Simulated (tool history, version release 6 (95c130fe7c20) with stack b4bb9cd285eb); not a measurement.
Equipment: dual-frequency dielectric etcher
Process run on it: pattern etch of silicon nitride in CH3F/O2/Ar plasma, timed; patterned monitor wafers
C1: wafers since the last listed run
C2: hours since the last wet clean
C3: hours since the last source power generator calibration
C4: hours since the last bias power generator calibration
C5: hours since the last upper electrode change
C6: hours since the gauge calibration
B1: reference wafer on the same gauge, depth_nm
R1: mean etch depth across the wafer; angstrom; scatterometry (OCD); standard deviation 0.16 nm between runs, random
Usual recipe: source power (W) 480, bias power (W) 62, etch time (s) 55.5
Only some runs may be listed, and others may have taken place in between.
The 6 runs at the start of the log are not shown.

run 7 hour=118.3 | source_power_(W)=480 bias_power_(W)=74 etch_time_(s)=49.5 | C1=105 C2=409.8 C3=2916.4 C4=1775.8 C5=3909.8 C6=300.7 | B1=40.21 | R1=413.3
run 8 hour=133.9 | source_power_(W)=480 bias_power_(W)=74 etch_time_(s)=49.5 | C1=116 C2=425.4 C3=2932 C4=1791.4 C5=3925.4 C6=316.3 | B1=40.21 | R1=415
-- hour=142.6 bias power generator calibrated
run 9 hour=144 | source_power_(W)=480 bias_power_(W)=62 etch_time_(s)=55.5 | C1=45 C2=435.5 C3=2942.1 C4=1.4 C5=3935.5 C6=326.4 | B1=40.2 | R1=442
-- hour=154.2 source power generator calibrated
run 10 hour=185.2 | source_power_(W)=480 bias_power_(W)=62 etch_time_(s)=55.5 | C1=277 C2=476.7 C3=31 C4=42.6 C5=3976.7 C6=367.6 | B1=40.17 | R1=443.4
run 11 hour=194.4 | source_power_(W)=480 bias_power_(W)=62 etch_time_(s)=55.5 | C1=68 C2=485.9 C3=40.2 C4=51.8 C5=3985.9 C6=376.8 | B1=40.2 | R1=442.4
run 12 hour=208.3 | source_power_(W)=540 bias_power_(W)=62 etch_time_(s)=55.5 | C1=103 C2=499.8 C3=54.1 C4=65.7 C5=3999.8 C6=390.7 | B1=40.19 | R1=468.2
run 13 hour=224.1 | source_power_(W)=540 bias_power_(W)=62 etch_time_(s)=55.5 | C1=117 C2=515.6 C3=69.9 C4=81.5 C5=4015.6 C6=406.5 | B1=40.19 | R1=471.9
run 14 hour=231.8 | source_power_(W)=430 bias_power_(W)=53 etch_time_(s)=46 | C1=57 C2=523.3 C3=77.6 C4=89.2 C5=4023.3 C6=414.2 | B1=40.17 | R1=333.6
run 15 hour=239.2 | source_power_(W)=520 bias_power_(W)=74 etch_time_(s)=67.5 | C1=55 C2=530.7 C3=85 C4=96.6 C5=4030.7 C6=421.6 | B1=40.16 | R1=594.8
run 16 hour=249.4 | source_power_(W)=520 bias_power_(W)=62 etch_time_(s)=66 | C1=76 C2=540.9 C3=95.2 C4=106.8 C5=4040.9 C6=431.8 | B1=40.12 | R1=552.5
run 17 hour=265.5 | source_power_(W)=480 bias_power_(W)=62 etch_time_(s)=55.5 | C1=120 C2=557 C3=111.3 C4=122.9 C5=4057 C6=447.9 | B1=40.25 | R1=444.9
-- hour=285.8 gauge calibrated
-- hour=293.4 wet clean of the chamber
-- hour=311.5 upper electrode replaced
run 18 hour=312 | source_power_(W)=480 bias_power_(W)=62 etch_time_(s)=55.5 | C1=32 C2=18.6 C3=157.8 C4=169.4 C5=0.5 C6=26.2 | B1=40.17 | R1=431
run 19 hour=312.3 | source_power_(W)=560 bias_power_(W)=62 etch_time_(s)=55.5 | C1=2 C2=18.9 C3=158.1 C4=169.7 C5=0.8 C6=26.5 | B1=40.25 | R1=459.3
run 20 hour=312.7 | source_power_(W)=510 bias_power_(W)=70 etch_time_(s)=68 | C1=2 C2=19.3 C3=158.5 C4=170.1 C5=1.2 C6=26.9 | B1=40.21 | R1=561.8
run 21 hour=314.7 | source_power_(W)=480 bias_power_(W)=54 etch_time_(s)=68 | C1=14 C2=21.3 C3=160.5 C4=172.1 C5=3.2 C6=28.9 | B1=40.17 | R1=505.1
run 22 hour=326.4 | source_power_(W)=480 bias_power_(W)=62 etch_time_(s)=55.5 | C1=87 C2=33 C3=172.2 C4=183.8 C5=14.9 C6=40.6 | B1=40.17 | R1=428.4
run 23 hour=344 | source_power_(W)=480 bias_power_(W)=62 etch_time_(s)=55.5 | C1=131 C2=50.6 C3=189.8 C4=201.4 C5=32.5 C6=58.2 | B1=40.21 | R1=429.5
run 24 hour=351.2 | source_power_(W)=480 bias_power_(W)=62 etch_time_(s)=61 | C1=53 C2=57.8 C3=197 C4=208.6 C5=39.7 C6=65.4 | B1=40.21 | R1=473.1
run 25 hour=365.8 | source_power_(W)=540 bias_power_(W)=76 etch_time_(s)=44 | C1=108 C2=72.4 C3=211.6 C4=223.2 C5=54.3 C6=80 | B1=40.16 | R1=386
run 26 hour=398.4 | source_power_(W)=480 bias_power_(W)=62 etch_time_(s)=55.5 | C1=243 C2=105 C3=244.2 C4=255.8 C5=86.9 C6=112.6 | B1=40.27 | R1=432.3
run 27 hour=405.4 | source_power_(W)=360 bias_power_(W)=56 etch_time_(s)=49.5 | C1=52 C2=112 C3=251.2 C4=262.8 C5=93.9 C6=119.6 | B1=40.22 | R1=321.8
run 28 hour=420.1 | source_power_(W)=510 bias_power_(W)=62 etch_time_(s)=63 | C1=109 C2=126.7 C3=265.9 C4=277.5 C5=108.6 C6=134.3 | B1=40.19 | R1=505.1
run 29 hour=437.3 | source_power_(W)=480 bias_power_(W)=62 etch_time_(s)=55.5 | C1=128 C2=143.9 C3=283.1 C4=294.7 C5=125.8 C6=151.5 | B1=40.23 | R1=432.5
run 30 hour=448.3 | source_power_(W)=390 bias_power_(W)=73 etch_time_(s)=71 | C1=82 C2=154.9 C3=294.1 C4=305.7 C5=136.8 C6=162.5 | B1=40.18 | R1=522.9

Here are 4 independent what-if runs from the current tool condition. What would each one return?
run A hour=448.7 | source_power_(W)=480 bias_power_(W)=62 etch_time_(s)=55.5 | C1=2 C2=155.3 C3=294.5 C4=306.1 C5=137.2 C6=162.9 | B1=? | R1=?
run B hour=448.7 | source_power_(W)=530 bias_power_(W)=77 etch_time_(s)=62 | C1=2 C2=155.3 C3=294.5 C4=306.1 C5=137.2 C6=162.9 | B1=? | R1=?
run C hour=448.7 | source_power_(W)=440 bias_power_(W)=66 etch_time_(s)=55.5 | C1=2 C2=155.3 C3=294.5 C4=306.1 C5=137.2 C6=162.9 | B1=? | R1=?
run D hour=448.7 | source_power_(W)=400 bias_power_(W)=71 etch_time_(s)=70.5 | C1=2 C2=155.3 C3=294.5 C4=306.1 C5=137.2 C6=162.9 | B1=? | R1=?

run=A B1=40.2 R1=430.4
run=B B1=40.2 R1=539
run=C B1=40.2 R1=419.6
run=D B1=40.2 R1=519
What these runs would have given with no unlogged condition in the tool:
run=A R1=425.7
run=B R1=533.1
run=C R1=415
run=D R1=513.3
